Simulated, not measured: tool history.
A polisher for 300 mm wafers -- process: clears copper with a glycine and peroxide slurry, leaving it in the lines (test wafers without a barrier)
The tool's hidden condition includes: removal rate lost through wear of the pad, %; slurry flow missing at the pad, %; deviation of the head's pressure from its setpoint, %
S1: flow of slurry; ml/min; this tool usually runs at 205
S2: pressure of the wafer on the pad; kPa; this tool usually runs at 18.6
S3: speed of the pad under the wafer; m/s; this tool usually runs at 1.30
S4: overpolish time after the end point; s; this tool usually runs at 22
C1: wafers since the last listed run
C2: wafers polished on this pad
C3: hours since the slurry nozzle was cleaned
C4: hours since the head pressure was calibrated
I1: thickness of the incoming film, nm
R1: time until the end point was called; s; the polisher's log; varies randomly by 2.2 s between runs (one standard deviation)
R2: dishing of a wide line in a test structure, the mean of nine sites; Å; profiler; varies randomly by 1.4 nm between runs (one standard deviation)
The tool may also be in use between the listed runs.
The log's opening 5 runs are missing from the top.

-- hour=147.1 worn pad replaced by a new one
run 6 hour=147.5 | S1=205 S2=22.1 S3=0.96 S4=22 | C1=159 C2=1 C3=169.7 C4=244.2 | I1=772.9 | R1=142.4 R2=574
run 7 hour=167.2 | S1=205 S2=22.1 S3=0.96 S4=22 | C1=96 C2=98 C3=189.4 C4=263.9 | I1=782.7 | R1=140.7 R2=588
run 8 hour=229.5 | S1=205 S2=20.7 S3=1.30 S4=22 | C1=304 C2=402 C3=251.7 C4=326.2 | I1=787.7 | R1=121.8 R2=661
run 9 hour=252.1 | S1=205 S2=20.7 S3=1.30 S4=22 | C1=110 C2=513 C3=274.3 C4=348.8 | I1=771.1 | R1=116.6 R2=622
run 10 hour=273.8 | S1=205 S2=20.7 S3=1.30 S4=22 | C1=106 C2=619 C3=296.0 C4=370.5 | I1=773.4 | R1=119.1 R2=606
run 11 hour=299.0 | S1=205 S2=18.6 S3=1.30 S4=22 | C1=123 C2=742 C3=321.2 C4=395.7 | I1=780.0 | R1=132.4 R2=570
run 12 hour=311.5 | S1=205 S2=18.6 S3=1.30 S4=22 | C1=61 C2=804 C3=333.7 C4=408.2 | I1=786.0 | R1=135.3 R2=577
run 13 hour=334.8 | S1=205 S2=18.6 S3=1.30 S4=22 | C1=113 C2=918 C3=357.0 C4=431.5 | I1=776.7 | R1=137.0 R2=555
run 14 hour=354.9 | S1=205 S2=20.7 S3=1.06 S4=22 | C1=98 C2=1016 C3=377.1 C4=451.6 | I1=786.2 | R1=152.6 R2=540
run 15 hour=373.0 | S1=185 S2=15.9 S3=1.50 S4=13 | C1=88 C2=1104 C3=395.2 C4=469.7 | I1=764.7 | R1=144.3 R2=394
run 16 hour=406.7 | S1=205 S2=18.6 S3=1.30 S4=22 | C1=164 C2=1269 C3=428.9 C4=503.4 | I1=789.7 | R1=149.7 R2=565
-- hour=426.0 worn pad replaced by a new one
run 17 hour=441.0 | S1=250 S2=21.4 S3=1.04 S4=26 | C1=148 C2=73 C3=463.2 C4=537.7 | I1=786.5 | R1=140.9 R2=670
run 18 hour=476.5 | S1=205 S2=13.8 S3=1.16 S4=16 | C1=173 C2=246 C3=498.7 C4=573.2 | I1=774.3 | R1=185.0 R2=377

Estimate the outcome of run 19 from the log above:
-- hour=481.6 head pressure recalibrated
run 19 hour=511.9 | S1=140 S2=21.4 S3=1.30 S4=22 | C1=163 C2=410 C3=534.1 C4=30.3 | I1=780.4 | R1=? R2=?

R1: 109.0 s
R2: 615 Å
Without the tool's hidden state the same run would have given R1 107.3 s, R2 619 Å.

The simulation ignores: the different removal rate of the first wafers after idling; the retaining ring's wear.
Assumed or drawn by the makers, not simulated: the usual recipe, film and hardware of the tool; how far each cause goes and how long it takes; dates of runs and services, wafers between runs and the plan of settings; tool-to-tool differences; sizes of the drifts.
